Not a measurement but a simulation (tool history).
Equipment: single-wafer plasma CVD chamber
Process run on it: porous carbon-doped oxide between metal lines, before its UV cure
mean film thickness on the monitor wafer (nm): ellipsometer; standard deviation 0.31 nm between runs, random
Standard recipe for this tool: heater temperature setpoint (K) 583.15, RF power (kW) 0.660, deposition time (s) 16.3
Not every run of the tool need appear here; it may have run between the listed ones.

run,hour,heater temperature setpoint (K),RF power (kW),deposition time (s),"read-back reference wafer on the same gauge, thickness_nm",mean film thickness on the monitor wafer (nm)
1,0.0,583.15,0.660,16.3,98.132,108.499
2,38.6,583.15,0.660,16.3,98.048,107.820
3,113.3,583.15,0.660,16.3,97.932,107.155
4,183.6,583.15,0.660,16.3,97.993,107.144
5,283.4,583.15,0.660,16.3,97.996,106.945
6,361.4,583.15,0.660,16.3,97.975,106.785
7,398.7,583.15,0.660,16.3,97.955,106.556
8,437.8,583.15,0.660,16.3,98.047,106.414
9,506.1,583.15,0.660,16.3,98.058,106.346
10,609.8,583.15,0.660,16.3,97.919,106.094
11,652.8,583.15,0.660,16.3,98.033,105.836
12,736.9,590.15,0.550,18.3,98.022,104.267
# hour 766.0: showerhead replaced
# hour 802.1: thermocouple changed; heater temperature recalibrated
13,821.5,583.15,0.555,13.8,98.024,85.024
14,899.6,583.15,0.660,16.3,97.948,108.212
15,941.0,583.15,0.575,17.8,97.965,109.546
# hour 1008.9: RF generator calibrated
16,1055.5,583.15,0.660,16.3,97.988,109.929
17,1108.2,583.15,0.660,14.7,97.961,98.813
# hour 1162.2: gauge calibrated
18,1421.8,570.15,0.660,16.3,98.030,116.853
19,1505.6,583.15,0.735,16.3,97.941,114.209
20,1565.7,583.15,0.700,16.3,97.994,111.710
21,1638.5,583.15,0.660,16.3,97.868,107.688
22,1727.0,568.15,0.615,19.0,98.032,132.287

Consider 4 possible next runs. They are alternatives, not a sequence: every one starts from the tool as it was left by run 22. What does each give?
A,1727.4,583.15,0.660,17.4,?,?
B,1727.4,574.15,0.750,18.8,?,?
C,1727.4,592.15,0.660,14.6,?,?
D,1727.4,583.15,0.760,14.8,?,?

run,"read-back reference wafer on the same gauge, thickness_nm",mean film thickness on the monitor wafer (nm)
A,98.050,115.086
B,98.050,139.174
C,98.050,92.514
D,98.050,105.595
The same runs, with their run-to-run variation unchanged, on a tool lacking any hidden condition would have given:
run,mean film thickness on the monitor wafer (nm)
A,116.575
B,141.018
C,93.691
D,106.961
